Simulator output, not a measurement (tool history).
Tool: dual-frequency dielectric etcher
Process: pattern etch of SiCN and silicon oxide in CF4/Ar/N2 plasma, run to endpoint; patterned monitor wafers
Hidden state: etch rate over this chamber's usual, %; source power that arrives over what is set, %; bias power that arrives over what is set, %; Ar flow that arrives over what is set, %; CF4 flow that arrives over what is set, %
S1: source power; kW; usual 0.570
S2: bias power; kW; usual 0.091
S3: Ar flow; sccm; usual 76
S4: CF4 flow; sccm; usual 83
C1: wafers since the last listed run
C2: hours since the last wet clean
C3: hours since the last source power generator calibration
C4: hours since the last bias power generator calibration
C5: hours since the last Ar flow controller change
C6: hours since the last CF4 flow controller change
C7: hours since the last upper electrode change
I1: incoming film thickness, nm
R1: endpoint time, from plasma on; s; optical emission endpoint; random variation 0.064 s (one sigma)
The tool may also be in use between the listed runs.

Run 1, hour 0.0: usual settings; C1 0; C2 103.0; C3 2133.6; C4 136.9; C5 141.9; C6 0.5; C7 1.3; I1 13.13. Result: R1 10.7 s.
Run 2, hour 0.4: usual settings; C1 8; C2 103.4; C3 2134.0; C4 137.3; C5 142.3; C6 0.9; C7 1.7; I1 13.30. Result: R1 11.0 s.
Run 3, hour 2.8: usual settings but S1 0.660 kW, S2 0.102 kW; C1 49; C2 105.8; C3 2136.4; C4 139.7; C5 144.7; C6 3.3; C7 4.1; I1 13.07. Result: R1 9.0 s.
Run 4, hour 9.4: usual settings; C1 136; C2 112.4; C3 2143.0; C4 146.3; C5 151.3; C6 9.9; C7 10.7; I1 13.13. Result: R1 10.9 s.
At hour 13.6: source power generator calibrated.
Run 5, hour 22.5: usual settings but S2 0.084 kW, S3 65 sccm, S4 73 sccm; C1 188; C2 125.5; C3 8.9; C4 159.4; C5 164.4; C6 23.0; C7 23.8; I1 13.15. Result: R1 11.3 s.
Run 6, hour 32.5: usual settings but S2 0.076 kW, S4 64 sccm; C1 207; C2 135.5; C3 18.9; C4 169.4; C5 174.4; C6 33.0; C7 33.8; I1 13.08. Result: R1 12.1 s.
Run 7, hour 46.2: usual settings but S4 63 sccm; C1 283; C2 149.2; C3 32.6; C4 183.1; C5 188.1; C6 46.7; C7 47.5; I1 12.99. Result: R1 11.4 s.
Run 8, hour 53.0: usual settings but S1 0.500 kW, S2 0.074 kW, S3 89 sccm, S4 98 sccm; C1 140; C2 156.0; C3 39.4; C4 189.9; C5 194.9; C6 53.5; C7 54.3; I1 13.09. Result: R1 13.0 s.
Run 9, hour 63.2: usual settings but S2 0.085 kW, S3 81 sccm; C1 211; C2 166.2; C3 49.6; C4 200.1; C5 205.1; C6 63.7; C7 64.5; I1 13.08. Result: R1 11.2 s.
Run 10, hour 69.6: usual settings but S1 0.530 kW, S2 0.069 kW, S3 81 sccm, S4 94 sccm; C1 132; C2 172.6; C3 56.0; C4 206.5; C5 211.5; C6 70.1; C7 70.9; I1 13.06. Result: R1 12.5 s.
Run 11, hour 92.9: usual settings but S1 0.640 kW, S2 0.080 kW, S3 82 sccm, S4 72 sccm; C1 482; C2 195.9; C3 79.3; C4 229.8; C5 234.8; C6 93.4; C7 94.2; I1 13.17. Result: R1 10.6 s.
Run 12, hour 103.7: usual settings; C1 223; C2 206.7; C3 90.1; C4 240.6; C5 245.6; C6 104.2; C7 105.0; I1 13.10. Result: R1 10.9 s.
Run 13, hour 115.6: usual settings but S1 0.640 kW, S2 0.080 kW, S3 82 sccm, S4 72 sccm; C1 246; C2 218.6; C3 102.0; C4 252.5; C5 257.5; C6 116.1; C7 116.9; I1 13.11. Result: R1 10.6 s.
Run 14, hour 127.3: usual settings; C1 242; C2 230.3; C3 113.7; C4 264.2; C5 269.2; C6 127.8; C7 128.6; I1 13.05. Result: R1 10.9 s.
Run 15, hour 144.8: usual settings but S1 0.670 kW; C1 362; C2 247.8; C3 131.2; C4 281.7; C5 286.7; C6 145.3; C7 146.1; I1 13.08. Result: R1 9.4 s.
Run 16, hour 157.0: usual settings; C1 252; C2 260.0; C3 143.4; C4 293.9; C5 298.9; C6 157.5; C7 158.3; I1 13.22. Result: R1 11.1 s.
Run 17, hour 166.9: usual settings but S1 0.630 kW, S4 76 sccm; C1 205; C2 269.9; C3 153.3; C4 303.8; C5 308.8; C6 167.4; C7 168.2; I1 13.05. Result: R1 10.1 s.
Run 18, hour 176.2: usual settings but S2 0.105 kW; C1 192; C2 279.2; C3 162.6; C4 313.1; C5 318.1; C6 176.7; C7 177.5; I1 13.12. Result: R1 10.5 s.
Run 19, hour 191.1: usual settings but S2 0.079 kW, S3 92 sccm, S4 78 sccm; C1 308; C2 294.1; C3 177.5; C4 328.0; C5 333.0; C6 191.6; C7 192.4; I1 13.16. Result: R1 12.0 s.
Run 20, hour 208.8: usual settings but S1 0.450 kW, S4 96 sccm; C1 366; C2 311.8; C3 195.2; C4 345.7; C5 350.7; C6 209.3; C7 210.1; I1 13.00. Result: R1 13.3 s.
Run 21, hour 216.5: usual settings but S1 0.690 kW, S4 67 sccm; C1 159; C2 319.5; C3 202.9; C4 353.4; C5 358.4; C6 217.0; C7 217.8; I1 13.20. Result: R1 9.7 s.
Run 22, hour 225.9: usual settings but S1 0.610 kW, S4 72 sccm; C1 194; C2 328.9; C3 212.3; C4 362.8; C5 367.8; C6 226.4; C7 227.2; I1 13.10. Result: R1 10.5 s.
Run 23, hour 247.3: usual settings but S1 0.690 kW, S4 67 sccm; C1 443; C2 350.3; C3 233.7; C4 384.2; C5 389.2; C6 247.8; C7 248.6; I1 13.04. Result: R1 9.6 s.
Run 24, hour 258.2: usual settings but S2 0.084 kW, S3 65 sccm, S4 91 sccm; C1 225; C2 361.2; C3 244.6; C4 395.1; C5 400.1; C6 258.7; C7 259.5; I1 13.21. Result: R1 11.1 s.
Run 25, hour 269.9: usual settings; C1 242; C2 372.9; C3 256.3; C4 406.8; C5 411.8; C6 270.4; C7 271.2; I1 13.01. Result: R1 11.0 s.

Forecast each of these 3 alternatives for the next run:
Run A, hour 270.3: usual settings but S3 71 sccm; C1 8; C2 373.3; C3 256.7; C4 407.2; C5 412.2; C6 270.8; C7 271.6; I1 13.03. Result: R1 ?.
Run B, hour 270.3: usual settings but S1 0.510 kW, S2 0.099 kW, S3 93 sccm, S4 96 sccm; C1 8; C2 373.3; C3 256.7; C4 407.2; C5 412.2; C6 270.8; C7 271.6; I1 13.03. Result: R1 ?.
Run C, hour 270.3: usual settings but S1 0.450 kW, S4 68 sccm; C1 8; C2 373.3; C3 256.7; C4 407.2; C5 412.2; C6 270.8; C7 271.6; I1 13.03. Result: R1 ?.

run    R1
  A  10.8
  B  11.8
  C  14.2
Without the tool's hidden state the same runs would have given:
run    R1
  A  10.5
  B  11.5
  C  13.8

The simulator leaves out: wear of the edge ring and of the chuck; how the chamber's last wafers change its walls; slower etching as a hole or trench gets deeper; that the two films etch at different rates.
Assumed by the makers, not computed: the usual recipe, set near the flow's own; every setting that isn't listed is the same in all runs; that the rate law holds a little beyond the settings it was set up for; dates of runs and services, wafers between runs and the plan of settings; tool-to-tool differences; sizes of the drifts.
